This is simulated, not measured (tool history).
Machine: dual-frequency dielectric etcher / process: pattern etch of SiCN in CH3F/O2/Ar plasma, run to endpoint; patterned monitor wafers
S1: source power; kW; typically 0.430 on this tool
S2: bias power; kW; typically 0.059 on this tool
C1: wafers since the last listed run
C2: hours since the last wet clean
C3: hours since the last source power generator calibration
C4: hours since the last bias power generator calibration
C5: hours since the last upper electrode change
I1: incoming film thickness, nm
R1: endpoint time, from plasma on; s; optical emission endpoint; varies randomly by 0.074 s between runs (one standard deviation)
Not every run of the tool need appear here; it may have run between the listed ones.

| run | hour | S1 | S2 | C1 | C2 | C3 | C4 | C5 | I1 | R1 |
|---|---|---|---|---|---|---|---|---|---|---|
| 1 | 0.0 | 0.430 | 0.059 | 0 | 164.5 | 3372.0 | 1937.4 | 5958.7 | 6.15 | 16.0 |
| 2 | 53.3 | 0.430 | 0.059 | 883 | 217.8 | 3425.3 | 1990.7 | 6012.0 | 6.09 | 15.9 |
| 3 | 124.0 | 0.430 | 0.059 | 1171 | 288.5 | 3496.0 | 2061.4 | 6082.7 | 6.03 | 15.5 |
|  | 174.6 | wet clean of the chamber |
| 4 | 177.5 | 0.430 | 0.059 | 488 | 2.9 | 3549.5 | 2114.9 | 6136.2 | 6.14 | 16.5 |
|  | 236.5 | upper electrode replaced |
| 5 | 239.6 | 0.430 | 0.059 | 631 | 65.0 | 3611.6 | 2177.0 | 3.1 | 6.07 | 16.1 |
|  | 262.3 | bias power generator calibrated |
| 6 | 293.9 | 0.430 | 0.059 | 833 | 119.3 | 3665.9 | 31.6 | 57.4 | 6.11 | 16.2 |
| 7 | 359.2 | 0.430 | 0.059 | 1081 | 184.6 | 3731.2 | 96.9 | 122.7 | 6.03 | 15.8 |
| 8 | 383.9 | 0.430 | 0.059 | 409 | 209.3 | 3755.9 | 121.6 | 147.4 | 6.10 | 15.9 |
|  | 391.9 | source power generator calibrated |
| 9 | 421.4 | 0.380 | 0.068 | 555 | 246.8 | 29.5 | 159.1 | 184.9 | 6.13 | 15.5 |
| 10 | 450.5 | 0.470 | 0.072 | 482 | 275.9 | 58.6 | 188.2 | 214.0 | 6.13 | 14.3 |
|  | 518.7 | wet clean of the chamber |
| 11 | 519.2 | 0.390 | 0.045 | 740 | 0.5 | 127.3 | 256.9 | 282.7 | 6.08 | 18.9 |
| 12 | 545.9 | 0.430 | 0.059 | 442 | 27.2 | 154.0 | 283.6 | 309.4 | 6.16 | 16.5 |
| 13 | 614.3 | 0.430 | 0.059 | 1133 | 95.6 | 222.4 | 352.0 | 377.8 | 6.11 | 16.3 |
| 14 | 684.1 | 0.320 | 0.074 | 1156 | 165.4 | 292.2 | 421.8 | 447.6 | 6.14 | 15.9 |

What if the next run were any one of these 4? Each begins from the tool's condition after run 14:
| A | 684.5 | 0.430 | 0.047 | 6 | 165.8 | 292.6 | 422.2 | 448.0 | 6.09 | ? |
| B | 684.5 | 0.480 | 0.059 | 6 | 165.8 | 292.6 | 422.2 | 448.0 | 6.09 | ? |
| C | 684.5 | 0.500 | 0.059 | 6 | 165.8 | 292.6 | 422.2 | 448.0 | 6.09 | ? |
| D | 684.5 | 0.480 | 0.069 | 6 | 165.8 | 292.6 | 422.2 | 448.0 | 6.09 | ? |

| run | R1 |
|---|---|
| A | 17.6 |
| B | 15.5 |
| C | 15.3 |
| D | 14.5 |
Had the tool no hidden state, the same runs would have come out as:
| run | R1 |
|---|---|
| A | 18.0 |
| B | 15.8 |
| C | 15.6 |
| D | 14.8 |
